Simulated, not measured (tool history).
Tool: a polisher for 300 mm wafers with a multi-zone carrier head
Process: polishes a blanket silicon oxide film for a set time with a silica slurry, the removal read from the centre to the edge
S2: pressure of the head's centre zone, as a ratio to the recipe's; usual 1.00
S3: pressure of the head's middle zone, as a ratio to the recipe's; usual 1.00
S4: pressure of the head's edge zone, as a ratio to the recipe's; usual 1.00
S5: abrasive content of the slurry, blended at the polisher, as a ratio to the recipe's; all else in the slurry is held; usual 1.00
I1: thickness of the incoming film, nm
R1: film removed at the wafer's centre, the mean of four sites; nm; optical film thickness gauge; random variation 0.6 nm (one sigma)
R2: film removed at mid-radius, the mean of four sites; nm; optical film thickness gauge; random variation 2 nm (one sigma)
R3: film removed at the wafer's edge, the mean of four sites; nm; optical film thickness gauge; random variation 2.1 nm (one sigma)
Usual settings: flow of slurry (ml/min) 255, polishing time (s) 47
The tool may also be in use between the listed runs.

Run 1, hour 0.0: usual settings but flow of slurry (ml/min) 210; I1 1595.9. Result: R1 166.2 nm, R2 146.5 nm, R3 150.7 nm.
Run 2, hour 35.8: usual settings but flow of slurry (ml/min) 210; I1 1590.9. Result: R1 164.5 nm, R2 146.0 nm, R3 147.7 nm.
Run 3, hour 43.1: usual settings but flow of slurry (ml/min) 185; I1 1612.3. Result: R1 162.7 nm, R2 145.1 nm, R3 145.2 nm.
At hour 75.3: worn pad replaced by a new one.
At hour 76.4: carrier head's membrane replaced by a new one.
Run 4, hour 81.6: usual settings but flow of slurry (ml/min) 185; I1 1586.1. Result: R1 167.2 nm, R2 151.0 nm, R3 148.1 nm.
At hour 90.1: centre zone pressure recalibrated.
At hour 90.5: edge zone pressure recalibrated.
Run 5, hour 91.0: usual settings but flow of slurry (ml/min) 185; I1 1596.1. Result: R1 151.6 nm, R2 144.1 nm, R3 148.0 nm.
Run 6, hour 102.3: usual settings; I1 1569.2. Result: R1 154.1 nm, R2 147.8 nm, R3 148.4 nm.
Run 7, hour 115.6: usual settings; I1 1591.2. Result: R1 153.9 nm, R2 149.5 nm, R3 146.4 nm.
Run 8, hour 122.0: usual settings but flow of slurry (ml/min) 290, S4 1.06; I1 1576.3. Result: R1 153.9 nm, R2 152.7 nm, R3 150.4 nm.
At hour 143.8: slurry nozzle cleaned.
Run 9, hour 160.1: usual settings but S2 0.92; I1 1580.5. Result: R1 139.0 nm, R2 148.0 nm, R3 148.7 nm.
At hour 165.6: worn pad replaced by a new one.
Run 10, hour 167.5: usual settings; I1 1589.3. Result: R1 155.1 nm, R2 150.7 nm, R3 152.4 nm.
Run 11, hour 179.7: usual settings; I1 1588.8. Result: R1 154.5 nm, R2 149.5 nm, R3 151.5 nm.
Run 12, hour 192.1: usual settings but S5 1.20; I1 1619.8. Result: R1 163.9 nm, R2 159.1 nm, R3 158.9 nm.
Run 13, hour 202.1: usual settings but S4 1.05, polishing time (s) 59; I1 1622.5. Result: R1 191.8 nm, R2 184.0 nm, R3 193.8 nm.

Run 14 comes next. What will it give?
Run 14, hour 212.5: usual settings but S2 0.94, S3 1.12, S5 0.75, polishing time (s) 55; I1 1593.2. Result: R1 ?, R2 ?, R3 ?.

R1: 150.2 nm
R2: 162.3 nm
R3: 154.6 nm
Without the tool's hidden state the same run would have given R1 156.1 nm, R2 166.4 nm, R3 158.4 nm.
